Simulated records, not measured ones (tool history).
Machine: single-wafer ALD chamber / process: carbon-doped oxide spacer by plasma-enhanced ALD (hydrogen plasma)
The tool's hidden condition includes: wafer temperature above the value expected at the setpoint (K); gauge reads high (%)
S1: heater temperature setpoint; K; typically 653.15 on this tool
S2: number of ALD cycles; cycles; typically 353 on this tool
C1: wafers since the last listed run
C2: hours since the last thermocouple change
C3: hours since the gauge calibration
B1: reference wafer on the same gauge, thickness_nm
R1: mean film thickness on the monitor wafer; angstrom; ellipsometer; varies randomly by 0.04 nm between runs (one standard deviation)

| run | day | S1 | S2 | C1 | C2 | C3 | B1 | R1 |
|---|---|---|---|---|---|---|---|---|
| 1 | 0.000 | 653.15 | 305 | 0 | 1715.1 | 31.8 | 17.024 | 138.11 |
| 2 | 0.721 | 643.15 | 353 | 15 | 1732.4 | 49.1 | 17.037 | 159.81 |
| 3 | 1.092 | 665.15 | 306 | 8 | 1741.3 | 58.0 | 17.048 | 138.24 |
| 4 | 1.508 | 665.15 | 306 | 9 | 1751.3 | 68.0 | 17.044 | 138.52 |
| 5 | 2.129 | 665.15 | 306 | 13 | 1766.2 | 82.9 | 17.050 | 138.53 |
| 6 | 2.617 | 643.15 | 327 | 10 | 1777.9 | 94.6 | 17.060 | 147.74 |
| 7 | 3.104 | 643.15 | 327 | 10 | 1789.6 | 106.3 | 17.072 | 148.01 |
| 8 | 3.438 | 643.15 | 327 | 7 | 1797.6 | 114.3 | 17.070 | 147.95 |
| 9 | 4.071 | 653.15 | 353 | 13 | 1812.8 | 129.5 | 17.087 | 160.32 |
| 10 | 4.542 | 653.15 | 371 | 10 | 1824.1 | 140.8 | 17.087 | 167.49 |
| 11 | 4.975 | 653.15 | 371 | 9 | 1834.5 | 151.2 | 17.093 | 168.34 |
| 12 | 6.021 | 653.15 | 371 | 22 | 1859.6 | 176.3 | 17.103 | 167.82 |
| 13 | 6.350 | 653.15 | 353 | 7 | 1867.5 | 184.2 | 17.111 | 160.79 |
| 14 | 6.796 | 653.15 | 353 | 9 | 1878.2 | 194.9 | 17.115 | 160.13 |
| 15 | 7.204 | 653.15 | 353 | 8 | 1888.0 | 204.7 | 17.118 | 160.51 |
| 16 | 7.617 | 653.15 | 353 | 8 | 1897.9 | 214.6 | 17.124 | 160.19 |
| 17 | 8.112 | 653.15 | 353 | 10 | 1909.8 | 226.5 | 17.122 | 159.87 |
| 18 | 8.462 | 653.15 | 353 | 7 | 1918.2 | 234.9 | 17.137 | 159.98 |
| 19 | 8.750 | 653.15 | 353 | 6 | 1925.1 | 241.8 | 17.143 | 161.02 |
|  | 9.246 | thermocouple changed; heater temperature recalibrated |
| 20 | 9.267 | 653.15 | 353 | 3 | 0.5 | 254.2 | 17.148 | 160.31 |
| 21 | 9.688 | 647.15 | 392 | 9 | 10.6 | 264.3 | 17.152 | 177.60 |
| 22 | 10.338 | 643.15 | 327 | 14 | 26.2 | 279.9 | 17.163 | 148.76 |
| 23 | 10.692 | 653.15 | 353 | 7 | 34.7 | 288.4 | 17.160 | 160.25 |
| 24 | 11.212 | 645.15 | 403 | 11 | 47.2 | 300.9 | 17.182 | 184.02 |
| 25 | 11.554 | 653.15 | 353 | 7 | 55.4 | 309.1 | 17.180 | 160.38 |
| 26 | 12.158 | 666.15 | 328 | 13 | 69.9 | 323.6 | 17.186 | 148.88 |
| 27 | 12.729 | 644.15 | 353 | 12 | 83.6 | 337.3 | 17.197 | 160.11 |
| 28 | 13.183 | 661.15 | 289 | 9 | 94.5 | 348.2 | 17.197 | 131.55 |
| 29 | 13.871 | 661.15 | 319 | 14 | 111.0 | 364.7 | 17.207 | 145.75 |
|  | 14.021 | gauge calibrated |
| 30 | 14.517 | 661.15 | 416 | 14 | 126.5 | 11.9 | 17.031 | 188.19 |
| 31 | 14.838 | 653.15 | 353 | 6 | 134.2 | 19.6 | 17.035 | 159.66 |
| 32 | 15.192 | 653.15 | 353 | 7 | 142.7 | 28.1 | 17.031 | 159.75 |
| 33 | 15.612 | 665.15 | 353 | 9 | 152.8 | 38.2 | 17.044 | 159.62 |
| 34 | 15.938 | 662.15 | 388 | 7 | 160.6 | 46.0 | 17.049 | 175.91 |
| 35 | 16.538 | 653.15 | 353 | 13 | 175.0 | 60.4 | 17.055 | 159.82 |
| 36 | 17.092 | 653.15 | 375 | 12 | 188.3 | 73.7 | 17.057 | 169.43 |
| 37 | 18.596 | 653.15 | 296 | 32 | 224.4 | 109.8 | 17.079 | 133.85 |
| 38 | 19.146 | 641.15 | 381 | 11 | 237.6 | 123.0 | 17.092 | 172.64 |
| 39 | 19.883 | 658.15 | 375 | 16 | 255.3 | 140.7 | 17.097 | 169.95 |
| 40 | 20.171 | 653.15 | 353 | 6 | 262.2 | 147.6 | 17.105 | 160.20 |
| 41 | 20.642 | 644.15 | 407 | 10 | 273.5 | 158.9 | 17.110 | 185.33 |
| 42 | 21.362 | 658.15 | 299 | 15 | 290.8 | 176.2 | 17.121 | 135.45 |
| 43 | 21.738 | 639.15 | 299 | 8 | 299.8 | 185.2 | 17.128 | 135.55 |
| 44 | 23.246 | 661.15 | 321 | 32 | 336.0 | 221.4 | 17.141 | 145.82 |
| 45 | 23.850 | 657.15 | 399 | 13 | 350.5 | 235.9 | 17.152 | 180.85 |
| 46 | 24.117 | 661.15 | 416 | 5 | 356.9 | 242.3 | 17.159 | 189.01 |

Had the tool no unlogged condition, and each run kept its random variation, what would the results have been?
| run | R1 |
|---|---|
| 1 | 137.89 |
| 2 | 159.47 |
| 3 | 137.91 |
| 4 | 138.14 |
| 5 | 138.09 |
| 6 | 147.21 |
| 7 | 147.43 |
| 8 | 147.33 |
| 9 | 159.57 |
| 10 | 166.65 |
| 11 | 167.44 |
| 12 | 166.79 |
| 13 | 159.76 |
| 14 | 159.06 |
| 15 | 159.39 |
| 16 | 159.02 |
| 17 | 158.64 |
| 18 | 158.70 |
| 19 | 159.70 |
| 20 | 158.94 |
| 21 | 176.02 |
| 22 | 147.37 |
| 23 | 158.70 |
| 24 | 182.18 |
| 25 | 158.73 |
| 26 | 147.29 |
| 27 | 158.33 |
| 28 | 130.04 |
| 29 | 144.01 |
| 30 | 187.86 |
| 31 | 159.35 |
| 32 | 159.39 |
| 33 | 159.21 |
| 34 | 175.41 |
| 35 | 159.29 |
| 36 | 168.81 |
| 37 | 133.20 |
| 38 | 171.74 |
| 39 | 168.96 |
| 40 | 159.24 |
| 41 | 184.16 |
| 42 | 134.52 |
| 43 | 134.58 |
| 44 | 144.60 |
| 45 | 179.26 |
| 46 | 187.32 |
